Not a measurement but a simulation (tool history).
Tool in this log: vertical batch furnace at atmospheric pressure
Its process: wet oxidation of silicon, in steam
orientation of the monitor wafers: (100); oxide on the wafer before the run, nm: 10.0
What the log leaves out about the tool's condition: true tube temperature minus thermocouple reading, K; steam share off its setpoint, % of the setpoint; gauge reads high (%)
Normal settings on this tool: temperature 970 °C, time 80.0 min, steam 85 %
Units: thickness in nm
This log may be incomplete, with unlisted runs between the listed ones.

run    hour  temperature   time  steam  wafers since the last listed run  hours since the last temperature calibration  hours since the steam generator was serviced  hours since the gauge calibration  read-back reference wafer on the same gauge, thickness  thickness
  1     0.0          986   80.0     85                                 0                                        2702.7                                        2580.8                              672.6                                                  419.17     429.90
  2    24.0          970   80.0     85                               284                                        2726.7                                        2604.8                              696.6                                                  418.76     377.89
  3   119.3          970  110.5     85                              1129                                        2822.0                                        2700.1                              791.9                                                  419.10     474.19
  4   187.5          970  110.0     85                               808                                        2890.2                                        2768.3                              860.1                                                  418.89     479.19
  5   220.0          970  110.0     85                               385                                        2922.7                                        2800.8                              892.6                                                  420.34     476.37
  6   279.9          970   80.0     85                               709                                        2982.6                                        2860.7                              952.5                                                  419.41     376.77
  7   319.4          970   80.0     85                               468                                        3022.1                                        2900.2                              992.0                                                  419.32     378.18
  8   344.7          970   80.0     85                               299                                        3047.4                                        2925.5                             1017.3                                                  419.53     380.63
  9   373.8          954   80.0     92                               344                                        3076.5                                        2954.6                             1046.4                                                  419.76     352.16
 10   418.0          954   80.0     92                               523                                        3120.7                                        2998.8                             1090.6                                                  418.79     351.34
 11   477.6          954   80.0     92                               706                                        3180.3                                        3058.4                             1150.2                                                  418.84     345.99
 12   514.7          970   60.5     85                               439                                        3217.4                                        3095.5                             1187.3                                                  418.83     310.16
 13   543.9          970   80.0     85                               345                                        3246.6                                        3124.7                             1216.5                                                  418.87     375.58
 14   588.5          970  100.0     81                               528                                        3291.2                                        3169.3                             1261.1                                                  418.82     434.63
      624.7  -- steam generator serviced
 15   632.7          990   43.0     74                               239                                        3335.4                                           8.0                             1305.3                                                  418.92     258.64
 16   675.8          977   97.0     92                               510                                        3378.5                                          51.1                             1348.4                                                  419.49     487.01
      741.1  -- thermocouples replaced and temperature profile calibrated
 17   741.6          970   80.0     85                               495                                           0.5                                         116.9                             1414.2                                                  418.21     376.50
 18   762.6          991   90.0     78                               248                                          21.5                                         137.9                             1435.2                                                  419.32     455.95
 19   808.2          970   80.0     85                               540                                          67.1                                         183.5                             1480.8                                                  418.69     383.56
 20   838.6          987   93.5     85                               360                                          97.5                                         213.9                             1511.2                                                  419.88     481.67
 21   889.4          970   80.0     85                               601                                         148.3                                         264.7                             1562.0                                                  419.35     378.38
 22   923.1          991   80.0     75                               399                                         182.0                                         298.4                             1595.7                                                  419.97     409.06
 23   986.1          981   44.0     85                               746                                         245.0                                         361.4                             1658.7                                                  419.96     273.20
 24  1049.7          970   80.0     75                               753                                         308.6                                         425.0                             1722.3                                                  419.76     346.29
 25  1083.6          977   80.0     80                               401                                         342.5                                         458.9                             1756.2                                                  419.16     387.85
 26  1250.2          970   80.0     85                              1973                                         509.1                                         625.5                             1922.8                                                  419.11     378.59
 27  1300.7          990   80.0     77                               598                                         559.6                                         676.0                             1973.3                                                  418.79     410.63
     1333.5  -- gauge calibrated
 28  1370.6          970   80.0     85                               828                                         629.5                                         745.9                               37.1                                                  418.87     380.29
 29  1434.6          970   80.0     76                               758                                         693.5                                         809.9                              101.1                                                  417.74     353.30
 30  1473.5          970   80.0     81                               460                                         732.4                                         848.8                              140.0                                                  419.36     367.07
 31  1568.8          970   80.0     92                              1129                                         827.7                                         944.1                              235.3                                                  420.34     398.86
 32  1613.1          970   70.0     78                               524                                         872.0                                         988.4                              279.6                                                  420.30     324.11
 33  1643.4          947   80.0     93                               359                                         902.3                                        1018.7                              309.9                                                  418.38     334.21
 34  1696.4          956   46.5     85                               627                                         955.3                                        1071.7                              362.9                                                  419.82     225.57
 35  1734.7          984  118.0     80                               453                                         993.6                                        1110.0                              401.2                                                  420.31     529.28
 36  1786.0          970   80.0     85                               607                                        1044.9                                        1161.3                              452.5                                                  418.82     378.41
 37  1841.2          952   46.5     93                               654                                        1100.1                                        1216.5                              507.7                                                  420.07     227.95
 38  1872.9          958  111.0     85                               375                                        1131.8                                        1248.2                              539.4                                                  418.55     432.81

Run-by-run hidden state of the tool:
true tube temperature minus thermocouple reading, K: 0 on each run
steam share off its setpoint, % of the setpoint: 0 on each run
gauge reads high (%): 0 on each run

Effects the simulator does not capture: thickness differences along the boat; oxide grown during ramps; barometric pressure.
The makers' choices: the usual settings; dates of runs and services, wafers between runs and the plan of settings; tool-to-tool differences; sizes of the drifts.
